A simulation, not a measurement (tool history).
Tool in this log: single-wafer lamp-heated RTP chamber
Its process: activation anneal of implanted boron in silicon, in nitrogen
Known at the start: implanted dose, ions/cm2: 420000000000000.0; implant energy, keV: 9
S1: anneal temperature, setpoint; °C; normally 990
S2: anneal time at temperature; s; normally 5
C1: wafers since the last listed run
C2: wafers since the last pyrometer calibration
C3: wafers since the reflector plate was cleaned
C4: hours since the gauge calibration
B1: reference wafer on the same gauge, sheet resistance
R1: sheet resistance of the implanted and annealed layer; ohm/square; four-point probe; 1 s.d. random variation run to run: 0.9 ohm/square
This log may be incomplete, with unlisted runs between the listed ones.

run,hour,S1,S2,C1,C2,C3,C4,B1,R1
1,0,990,5,0,1195,3348,553.7,262.21,272.48
2,18,990,5,218,1414,3566,571.7,261.73,272.36
3,45.4,990,6,332,1746,3898,599.1,261.89,270.78
4,140.4,990,6,1151,2897,5049,694.1,262.27,270.4
5,168.1,990,5,335,3233,5385,721.8,262.09,269.93
6,202.4,990,5,415,3649,5801,756.1,262.29,270.88
7,225.2,990,5,276,3925,6077,778.9,261.62,272.71
8,251,969,7,312,4238,6390,804.7,261.96,287.5
9,278.6,969,7,334,4573,6725,832.3,262.32,287.32
10,294.2,969,7,189,4762,6914,847.9,262.09,285.75
11,321.3,976,5,328,5090,7242,875,261.84,279.99
12,337.1,976,5,191,5282,7434,890.8,262.39,280.91
# hour 369: pyrometer window cleaned and pyrometer calibrated
13,369.5,1003,5,295,5,7730,923.2,261.68,266.66
14,394.4,1003,5,301,307,8032,948.1,261.83,266.37
15,410.2,990,5,191,499,8223,963.9,262.12,271.02
16,438.6,990,5,344,843,8567,992.3,262.26,270.23
17,451.4,990,5,155,998,8722,1005.1,261.86,268.91
18,485,980,3,407,1405,9130,1038.7,262.29,277.17
19,511.3,962,5,318,1724,9449,1065,261.91,293.6
20,535.3,998,6,290,2015,9740,1089,262.05,266.65
# hour 542.5: gauge calibrated
21,555.3,1009,7,242,2258,9982,12.8,262.36,264.97
22,591.2,990,7,435,2693,10417,48.7,262.38,271.52
23,617.8,990,5,322,3015,10740,75.3,261.65,269.35
24,645.4,990,5,334,3350,11074,102.9,261.79,268.46
25,667.6,990,3,269,3619,11343,125.1,262.3,271.1
26,684.4,1018,4,203,3823,11547,141.9,262.06,265.13
27,697.1,990,8,153,3977,11701,154.6,261.95,268.84
28,718.9,968,3,264,4241,11965,176.4,261.94,283.77
# hour 727.4: reflector plate cleaned
29,733.3,966,8,77,4318,71,190.8,261.9,291.55
30,759.2,1020,6,313,4632,385,216.7,262.22,264.75
31,786.4,965,5,329,4962,714,243.9,262.46,297.98
32,815.5,969,7,352,5315,1067,273,261.79,289.77
33,842.2,990,5,323,5639,1391,299.7,261.85,273.02
34,874,1001,6,385,6024,1776,331.5,262.06,267.77

The next listed run, before its measurement:
35,892.4,1008,3,223,6247,1999,349.9,?,?

Run 35 measured B1 261.65, R1 265.7 ohm/square.
If the tool had no hidden condition, the same run with the same run-to-run variation would have returned R1 265.74 ohm/square.
